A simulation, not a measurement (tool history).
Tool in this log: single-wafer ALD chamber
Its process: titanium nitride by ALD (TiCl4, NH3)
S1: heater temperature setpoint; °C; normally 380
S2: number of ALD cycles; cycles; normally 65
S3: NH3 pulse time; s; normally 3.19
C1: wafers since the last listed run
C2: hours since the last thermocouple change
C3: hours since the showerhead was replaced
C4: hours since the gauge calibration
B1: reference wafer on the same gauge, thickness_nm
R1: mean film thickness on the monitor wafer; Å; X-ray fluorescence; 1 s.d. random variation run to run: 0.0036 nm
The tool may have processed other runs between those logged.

| run | hour | S1 | S2 | S3 | C1 | C2 | C3 | C4 | B1 | R1 |
|---|---|---|---|---|---|---|---|---|---|---|
| 1 | 0 | 380 | 71 | 3.19 | 0 | 96.7 | 2299.1 | 1027.6 | 1.695 | 16.44 |
| 2 | 22.1 | 380 | 65 | 3.19 | 57 | 118.8 | 2321.2 | 1049.7 | 1.697 | 15.03 |
| 3 | 56.3 | 380 | 65 | 3.19 | 88 | 153 | 2355.4 | 1083.9 | 1.696 | 15.03 |
| 4 | 89.7 | 380 | 65 | 3.19 | 86 | 186.4 | 2388.8 | 1117.3 | 1.699 | 15.1 |
| 5 | 125.1 | 376 | 65 | 3.19 | 91 | 221.8 | 2424.2 | 1152.7 | 1.7 | 15.03 |
| 6 | 148.6 | 376 | 65 | 3.19 | 60 | 245.3 | 2447.7 | 1176.2 | 1.701 | 14.98 |
| 7 | 166.6 | 380 | 65 | 3.19 | 46 | 263.3 | 2465.7 | 1194.2 | 1.7 | 15.04 |
| 8 | 182.1 | 380 | 65 | 3.19 | 40 | 278.8 | 2481.2 | 1209.7 | 1.701 | 15.05 |
| 9 | 204.9 | 380 | 65 | 3.19 | 59 | 301.6 | 2504 | 1232.5 | 1.701 | 15.03 |
| 10 | 258 | 380 | 68 | 3.82 | 137 | 354.7 | 2557.1 | 1285.6 | 1.702 | 15.79 |
|  | 268.9 | gauge calibrated |
| 11 | 271.6 | 390 | 74 | 3.19 | 35 | 368.3 | 2570.7 | 2.7 | 1.668 | 16.83 |
| 12 | 301.2 | 390 | 74 | 3.19 | 76 | 397.9 | 2600.3 | 32.3 | 1.668 | 16.89 |
| 13 | 328.3 | 390 | 74 | 3.19 | 70 | 425 | 2627.4 | 59.4 | 1.672 | 16.92 |
|  | 356.3 | showerhead replaced |
| 14 | 356.8 | 380 | 65 | 3.19 | 53 | 453.5 | 0.5 | 87.9 | 1.67 | 14.8 |
| 15 | 380.9 | 380 | 65 | 3.19 | 62 | 477.6 | 24.6 | 112 | 1.672 | 14.85 |
| 16 | 409.9 | 380 | 65 | 3.19 | 75 | 506.6 | 53.6 | 141 | 1.671 | 14.78 |
| 17 | 481.9 | 380 | 65 | 3.47 | 186 | 578.6 | 125.6 | 213 | 1.675 | 14.81 |
| 18 | 497.7 | 380 | 65 | 3.47 | 40 | 594.4 | 141.4 | 228.8 | 1.675 | 14.89 |
| 19 | 516.2 | 376 | 61 | 2.48 | 47 | 612.9 | 159.9 | 247.3 | 1.675 | 13.69 |
| 20 | 549.4 | 386 | 65 | 3.19 | 86 | 646.1 | 193.1 | 280.5 | 1.676 | 14.88 |
| 21 | 568.9 | 380 | 65 | 3.19 | 50 | 665.6 | 212.6 | 300 | 1.675 | 14.84 |
| 22 | 599.6 | 380 | 65 | 3.19 | 79 | 696.3 | 243.3 | 330.7 | 1.674 | 14.8 |
| 23 | 618.2 | 365 | 65 | 3.19 | 48 | 714.9 | 261.9 | 349.3 | 1.675 | 14.55 |
| 24 | 633.3 | 375 | 65 | 2.66 | 39 | 730 | 277 | 364.4 | 1.678 | 14.67 |
| 25 | 650 | 380 | 65 | 2.01 | 43 | 746.7 | 293.7 | 381.1 | 1.678 | 14.61 |
| 26 | 670 | 380 | 65 | 3.19 | 51 | 766.7 | 313.7 | 401.1 | 1.678 | 14.82 |
| 27 | 702.5 | 375 | 71 | 2.01 | 84 | 799.2 | 346.2 | 433.6 | 1.678 | 15.82 |
| 28 | 718.6 | 386 | 76 | 4.36 | 41 | 815.3 | 362.3 | 449.7 | 1.679 | 17.53 |
| 29 | 750 | 380 | 65 | 3.19 | 81 | 846.7 | 393.7 | 481.1 | 1.68 | 14.82 |
| 30 | 775.1 | 380 | 77 | 3.19 | 65 | 871.8 | 418.8 | 506.2 | 1.681 | 17.67 |
|  | 811.8 | thermocouple changed; heater temperature recalibrated |
| 31 | 812.3 | 375 | 65 | 2.33 | 75 | 0.5 | 456 | 543.4 | 1.679 | 14.71 |
| 32 | 832.1 | 393 | 65 | 3.59 | 51 | 20.3 | 475.8 | 563.2 | 1.683 | 14.98 |
| 33 | 865.2 | 387 | 65 | 3.19 | 85 | 53.4 | 508.9 | 596.3 | 1.684 | 15 |
| 34 | 883.8 | 387 | 76 | 2.56 | 48 | 72 | 527.5 | 614.9 | 1.683 | 17.35 |
| 35 | 896.5 | 380 | 65 | 2.49 | 32 | 84.7 | 540.2 | 627.6 | 1.684 | 14.78 |
| 36 | 928.7 | 368 | 65 | 4.03 | 83 | 116.9 | 572.4 | 659.8 | 1.685 | 14.85 |
| 37 | 959.7 | 380 | 65 | 3.19 | 80 | 147.9 | 603.4 | 690.8 | 1.686 | 14.86 |
| 38 | 992.6 | 372 | 69 | 3.86 | 85 | 180.8 | 636.3 | 723.7 | 1.685 | 15.79 |
| 39 | 1044.2 | 367 | 77 | 2.34 | 133 | 232.4 | 687.9 | 775.3 | 1.687 | 17.1 |

Run 40 comes next. What will it give?
| 40 | 1077.9 | 373 | 60 | 3.66 | 87 | 266.1 | 721.6 | 809 | ? | ? |

Run 40 gave B1 1.688, R1 13.73 Å.
On a tool with no hidden condition, and with the same random variation, this run would have come out at R1 13.59 Å.
